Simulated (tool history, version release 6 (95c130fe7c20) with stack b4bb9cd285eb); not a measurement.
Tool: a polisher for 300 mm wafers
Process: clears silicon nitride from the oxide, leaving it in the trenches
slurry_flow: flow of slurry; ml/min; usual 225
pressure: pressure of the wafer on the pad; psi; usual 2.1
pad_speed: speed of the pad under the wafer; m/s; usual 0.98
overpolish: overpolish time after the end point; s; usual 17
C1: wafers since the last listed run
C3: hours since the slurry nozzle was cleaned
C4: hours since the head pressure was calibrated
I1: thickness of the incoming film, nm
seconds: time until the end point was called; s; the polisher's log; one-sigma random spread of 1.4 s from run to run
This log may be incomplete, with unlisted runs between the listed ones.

{"run": 1, "hour": 0.0, "slurry_flow": 225, "pressure": 1.9, "pad_speed": 0.98, "overpolish": 17, "C1": 0, "wafers polished on this pad": 981, "C3": 213.6, "C4": 180.5, "I1": 74.6, "seconds": 137.2}
{"run": 2, "hour": 54.6, "slurry_flow": 225, "pressure": 1.9, "pad_speed": 0.98, "overpolish": 17, "C1": 432, "wafers polished on this pad": 1414, "C3": 268.2, "C4": 235.1, "I1": 76.3, "seconds": 142.6}
{"run": 3, "hour": 134.4, "slurry_flow": 225, "pressure": 1.9, "pad_speed": 0.98, "overpolish": 17, "C1": 632, "wafers polished on this pad": 2046, "C3": 348, "C4": 314.9, "I1": 75.5, "seconds": 143.9}
{"hour": 178.8, "done": "head pressure recalibrated"}
{"run": 4, "hour": 191.2, "slurry_flow": 225, "pressure": 2.1, "pad_speed": 0.98, "overpolish": 17, "C1": 434, "wafers polished on this pad": 2481, "C3": 404.8, "C4": 12.4, "I1": 74.5, "seconds": 118.7}
{"hour": 197.5, "done": "slurry nozzle cleaned"}
{"hour": 230.4, "done": "worn pad replaced by a new one"}
{"run": 5, "hour": 263.5, "slurry_flow": 225, "pressure": 2.1, "pad_speed": 0.98, "overpolish": 17, "C1": 533, "wafers polished on this pad": 262, "C3": 66, "C4": 84.7, "I1": 74.7, "seconds": 124.3}
{"run": 6, "hour": 305.8, "slurry_flow": 225, "pressure": 1.6, "pad_speed": 0.98, "overpolish": 17, "C1": 335, "wafers polished on this pad": 597, "C3": 108.3, "C4": 127, "I1": 73.8, "seconds": 165.8}
{"run": 7, "hour": 411.0, "slurry_flow": 225, "pressure": 1.6, "pad_speed": 0.98, "overpolish": 17, "C1": 833, "wafers polished on this pad": 1430, "C3": 213.5, "C4": 232.2, "I1": 75.1, "seconds": 170.7}
{"run": 8, "hour": 455.3, "slurry_flow": 225, "pressure": 1.6, "pad_speed": 0.98, "overpolish": 17, "C1": 351, "wafers polished on this pad": 1781, "C3": 257.8, "C4": 276.5, "I1": 75.4, "seconds": 169.4}
{"run": 9, "hour": 511.7, "slurry_flow": 225, "pressure": 2.1, "pad_speed": 1.14, "overpolish": 11, "C1": 446, "wafers polished on this pad": 2228, "C3": 314.2, "C4": 332.9, "I1": 74.5, "seconds": 112.5}
{"hour": 519.2, "done": "head pressure recalibrated"}
{"hour": 534.2, "done": "worn pad replaced by a new one"}
{"run": 10, "hour": 612.0, "slurry_flow": 225, "pressure": 2.1, "pad_speed": 1.14, "overpolish": 11, "C1": 747, "wafers polished on this pad": 616, "C3": 414.5, "C4": 92.8, "I1": 74.8, "seconds": 103.3}
{"hour": 648.3, "done": "slurry nozzle cleaned"}
{"run": 11, "hour": 676.5, "slurry_flow": 225, "pressure": 2.1, "pad_speed": 0.86, "overpolish": 17, "C1": 503, "wafers polished on this pad": 1119, "C3": 28.2, "C4": 157.3, "I1": 76, "seconds": 146.4}
{"run": 12, "hour": 719.7, "slurry_flow": 150, "pressure": 2.6, "pad_speed": 0.66, "overpolish": 7, "C1": 342, "wafers polished on this pad": 1461, "C3": 71.4, "C4": 200.5, "I1": 75.2, "seconds": 159.8}
{"run": 13, "hour": 778.9, "slurry_flow": 225, "pressure": 2.1, "pad_speed": 0.98, "overpolish": 17, "C1": 469, "wafers polished on this pad": 1930, "C3": 130.6, "C4": 259.7, "I1": 76, "seconds": 127}
{"hour": 831.2, "done": "worn pad replaced by a new one"}
{"run": 14, "hour": 881.5, "slurry_flow": 225, "pressure": 2.1, "pad_speed": 1.18, "overpolish": 8, "C1": 781, "wafers polished on this pad": 398, "C3": 233.2, "C4": 362.3, "I1": 75.3, "seconds": 106.9}
{"hour": 900.7, "done": "head pressure recalibrated"}
{"run": 15, "hour": 958.4, "slurry_flow": 165, "pressure": 2.1, "pad_speed": 0.98, "overpolish": 13, "C1": 593, "wafers polished on this pad": 992, "C3": 310.1, "C4": 57.7, "I1": 75.5, "seconds": 130.6}
{"hour": 1072.2, "done": "slurry nozzle cleaned"}
{"hour": 1126.2, "done": "worn pad replaced by a new one"}
{"run": 16, "hour": 1132.6, "slurry_flow": 300, "pressure": 2.1, "pad_speed": 0.64, "overpolish": 22, "C1": 1340, "wafers polished on this pad": 50, "C3": 60.4, "C4": 231.9, "I1": 74.6, "seconds": 184}
{"run": 17, "hour": 1197.9, "slurry_flow": 225, "pressure": 2.1, "pad_speed": 0.98, "overpolish": 17, "C1": 517, "wafers polished on this pad": 568, "C3": 125.7, "C4": 297.2, "I1": 74.3, "seconds": 131.5}
{"run": 18, "hour": 1243.8, "slurry_flow": 295, "pressure": 2.1, "pad_speed": 0.76, "overpolish": 20, "C1": 363, "wafers polished on this pad": 932, "C3": 171.6, "C4": 343.1, "I1": 74.8, "seconds": 162.5}
{"hour": 1251.5, "done": "head pressure recalibrated"}
{"run": 19, "hour": 1305.6, "slurry_flow": 225, "pressure": 2.1, "pad_speed": 0.98, "overpolish": 17, "C1": 473, "wafers polished on this pad": 1405, "C3": 233.4, "C4": 54.1, "I1": 75.5, "seconds": 123.5}
{"run": 20, "hour": 1401.9, "slurry_flow": 165, "pressure": 1.9, "pad_speed": 0.72, "overpolish": 26, "C1": 763, "wafers polished on this pad": 2169, "C3": 329.7, "C4": 150.4, "I1": 75.4, "seconds": 200.8}
{"hour": 1448.6, "done": "worn pad replaced by a new one"}
{"run": 21, "hour": 1465.1, "slurry_flow": 225, "pressure": 2.1, "pad_speed": 0.98, "overpolish": 17, "C1": 469, "wafers polished on this pad": 130, "C3": 392.9, "C4": 213.6, "I1": 75, "seconds": 129.5}
{"hour": 1505.5, "done": "slurry nozzle cleaned"}
{"run": 22, "hour": 1509.2, "slurry_flow": 225, "pressure": 2.1, "pad_speed": 1.28, "overpolish": 26, "C1": 341, "wafers polished on this pad": 472, "C3": 3.7, "C4": 257.7, "I1": 75.2, "seconds": 99.7}
{"hour": 1583.6, "done": "head pressure recalibrated"}
{"run": 23, "hour": 1585.9, "slurry_flow": 280, "pressure": 1.7, "pad_speed": 1.08, "overpolish": 22, "C1": 591, "wafers polished on this pad": 1064, "C3": 80.4, "C4": 2.3, "I1": 74.7, "seconds": 124.8}

What if the next run were any one of these 3? Each begins from the tool's condition after run 23:
{"run": "A", "hour": 1586.4, "slurry_flow": 225, "pressure": 2.1, "pad_speed": 1.22, "overpolish": 17, "C1": 3, "wafers polished on this pad": 1068, "C3": 80.9, "C4": 2.8, "I1": 74.7, "seconds": "?"}
{"run": "B", "hour": 1586.4, "slurry_flow": 225, "pressure": 2.5, "pad_speed": 0.82, "overpolish": 17, "C1": 3, "wafers polished on this pad": 1068, "C3": 80.9, "C4": 2.8, "I1": 74.7, "seconds": "?"}
{"run": "C", "hour": 1586.4, "slurry_flow": 165, "pressure": 1.5, "pad_speed": 1.2, "overpolish": 13, "C1": 3, "wafers polished on this pad": 1068, "C3": 80.9, "C4": 2.8, "I1": 74.7, "seconds": "?"}

run=A seconds=90.9
run=B seconds=112.8
run=C seconds=135.7
With the hidden condition removed and each run's random variation left untouched, the same runs would have given:
run=A seconds=91.3
run=B seconds=113.4
run=C seconds=136.4

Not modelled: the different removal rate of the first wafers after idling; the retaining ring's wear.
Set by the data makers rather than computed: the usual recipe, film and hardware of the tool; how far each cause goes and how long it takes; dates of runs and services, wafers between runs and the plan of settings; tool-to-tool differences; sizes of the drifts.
